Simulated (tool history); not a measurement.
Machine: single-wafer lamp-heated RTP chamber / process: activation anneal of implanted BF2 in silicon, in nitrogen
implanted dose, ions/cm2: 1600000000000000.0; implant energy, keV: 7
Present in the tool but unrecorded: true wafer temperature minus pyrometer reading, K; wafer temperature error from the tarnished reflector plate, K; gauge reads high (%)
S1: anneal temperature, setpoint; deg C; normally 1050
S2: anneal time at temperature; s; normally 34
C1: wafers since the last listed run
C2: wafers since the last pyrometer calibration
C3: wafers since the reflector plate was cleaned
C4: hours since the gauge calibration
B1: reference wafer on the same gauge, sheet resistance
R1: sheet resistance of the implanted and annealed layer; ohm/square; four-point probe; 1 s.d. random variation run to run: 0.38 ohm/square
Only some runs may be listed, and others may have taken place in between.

run	day	S1	S2	C1	C2	C3	C4	B1	R1
1	0	1037	34	0	366	7104	324.5	140.02	128.13
2	0.833	1050	34	275	642	7379	344.5	140.04	116.71
3	5.304	1050	34	1476	2118	8855	451.8	140	116.06
4	7.679	1050	34	784	2903	9640	508.8	139.95	115.31
5	9.071	1050	34	459	3362	10100	542.2	140	115.61
6	9.983	1050	34	301	3664	10401	564.1	140.04	114.37
7	10.567	1050	34	192	3856	10594	578.1	140.07	114.73
8	11.954	1050	34	458	4315	11052	611.4	139.92	114.32
9	12.971	1030	34	335	4651	11388	635.8	139.93	131.49
10	14.062	1030	34	360	5011	11748	662	140	131.66
11	14.929	1050	34	286	5297	12035	682.8	139.95	114.12
# day 15.588: pyrometer window cleaned and pyrometer calibrated
12	15.608	1050	34	114	7	12149	699.1	140.06	114.76
13	16.758	1050	34	379	386	12529	726.7	140.04	113.73
14	17.333	1069	54	189	576	12719	740.5	139.98	85.22
# day 18.067: reflector plate cleaned
15	18.442	1020	21	255	832	124	767.1	140.1	171.23
# day 18.75: gauge calibrated
16	19.454	1025	18	334	1167	458	16.9	139.91	170.06
17	20.646	1058	20	393	1560	852	45.5	140.02	125.4
18	21.908	1032	22	416	1977	1269	75.8	139.98	150.24
19	22.696	1024	46	260	2237	1529	94.7	140.02	131.31
20	23.225	1078	45	174	2412	1704	107.4	140.01	86.15
21	24.317	1050	34	360	2773	2064	133.6	140	118.62
22	25.338	1025	34	337	3110	2401	158.1	140	140.01
23	26.208	1061	16	287	3398	2689	179	140.01	129.02

Selected run-to-run steps in R1, each split into two signed amounts: the part the tool would show with no hidden state at all (from settings, incoming material and random variation), and the remainder, which goes to the hidden state together with any gauge scatter not common to the measured and the hidden-state-free results:
Run 10 -> 11: S1 1030 -> 1050. R1 -17.54 ohm/square: hidden state -1.13, all else -16.41.
Run 14 -> 15: S1 1069 -> 1020, S2 54 -> 21, reflector plate cleaned. R1 +86.01 ohm/square: hidden state +5.25, all else +80.76.
Run 19 -> 20: S1 1024 -> 1078, S2 46 -> 45. R1 -45.16 ohm/square: hidden state +0.06, all else -45.22.
